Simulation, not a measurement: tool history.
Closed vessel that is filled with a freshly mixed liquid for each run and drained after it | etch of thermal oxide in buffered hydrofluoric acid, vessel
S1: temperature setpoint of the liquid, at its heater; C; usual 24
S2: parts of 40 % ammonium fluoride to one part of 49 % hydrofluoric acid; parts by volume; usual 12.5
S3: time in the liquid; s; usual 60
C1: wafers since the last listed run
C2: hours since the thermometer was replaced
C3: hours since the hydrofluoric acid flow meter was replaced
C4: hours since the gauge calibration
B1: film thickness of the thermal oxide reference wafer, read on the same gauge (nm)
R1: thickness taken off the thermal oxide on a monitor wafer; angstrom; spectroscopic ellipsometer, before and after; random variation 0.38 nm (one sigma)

run   hour    S1    S2  S3    C1      C2      C3     C4      B1      R1
  1      0    24     9  60     0  1989.2   828.6  170.9  119.99   739.5
  2   11.1  21.5  12.5  60  1295  2000.3   839.7    182  119.99   489.3
  3   35.9  21.5  12.5  60  2895  2025.1   864.5  206.8  119.97   489.9
  4   49.5    24  12.5  60  1587  2038.7   878.1  220.4     120   560.7
  5   65.9    24  12.5  60  1914  2055.1   894.5  236.8     120     562
  6   77.4    24  12.5  60  1342  2066.6     906  248.3  120.01   565.4
  7   92.2  22.5  12.5  60  1727  2081.4   920.8  263.1  120.01   514.8
  8  105.2    24  12.5  70  1517  2094.4   933.8  276.1  120.03     652
  9  112.2    24  12.5  60   817  2101.4   940.8  283.1  119.99   558.1
 10  124.5    24  12.5  60  1436  2113.7   953.1  295.4  119.99   558.6
 11  138.2    24  12.5  60  1599  2127.4   966.8  309.1  119.98   552.7
 12  151.7    24  12.5  85  1576  2140.9   980.3  322.6  120.02   797.7
 13    187    24  12.5  85  4121  2176.2  1015.6  357.9     120   800.7
 14  203.2    24  12.5  85  1891  2192.4  1031.8  374.1  119.99   790.7
 15    219    24  12.5  60  1844  2208.2  1047.6  389.9  119.99   563.5
 16  231.9    24  12.5  60  1506  2221.1  1060.5  402.8  119.99   560.6
     244.2  -- gauge calibrated
 17  272.5    22     8  35  4740  2261.7  1101.1   28.3  120.01   439.7
 18  290.3  27.5  15.5  60  2078  2279.5  1118.9   46.1  120.01   553.3
 19  297.7  20.5   8.5  35   863  2286.9  1126.3   53.5  119.99   379.6
     306.2  -- thermometer replaced
 20  306.7    24  12.5  60   934     0.5  1135.3   62.5  119.97     555
 21  319.9    24  12.5  60  1541    13.7  1148.5   75.7  119.98   562.5
 22    331    26    15  90  1295    24.8  1159.6   86.8  119.99   774.8
 23  344.2    24  12.5  60  1541      38  1172.8    100     120   557.2
 24  359.7    22  12.5  85  1809    53.5  1188.3  115.5     120   707.9
     396.2  -- hydrofluoric acid flow meter replaced
 25  401.9    22  15.5  45  4810    95.7     5.7  157.7     120   304.3
 26  409.6  27.5  12.5  35   899   103.4    13.4  165.4  120.01   395.2
 27  426.6  19.5  16.5  80  1984   120.4    30.4  182.4     120   444.8
 28  441.2  21.5    17  80  1704     135      45    197  120.01   480.3
 29  452.9    26  15.5  30  1366   146.7    56.7  208.7     120   251.9
 30  462.6    24  12.5  85  1132   156.4    66.4  218.4     120   798.9
 31  468.7    19    17  80   712   162.5    72.5  224.5  119.97   415.3
 32  506.6    27   7.5  95  4424   200.4   110.4  262.4  119.99  1679.6

4 ways to go on from here, each from the tool as it stands after run 32. What would each give?
  A  507.3    24  12.5  95  81  201.1  111.1  263.1   ?   ?
  B  507.3  19.5    17  50  81  201.1  111.1  263.1   ?   ?
  C  507.3    24   8.5  70  81  201.1  111.1  263.1   ?   ?
  D  507.3    20  12.5  40  81  201.1  111.1  263.1   ?   ?

run      B1     R1
  A  120.03  885.5
  B  120.03  268.5
  C  120.03  922.2
  D  120.03  298.9
Without the tool's hidden state the same runs would have given:
run     R1
  A  885.5
  B  268.5
  C  922.2
  D  298.9
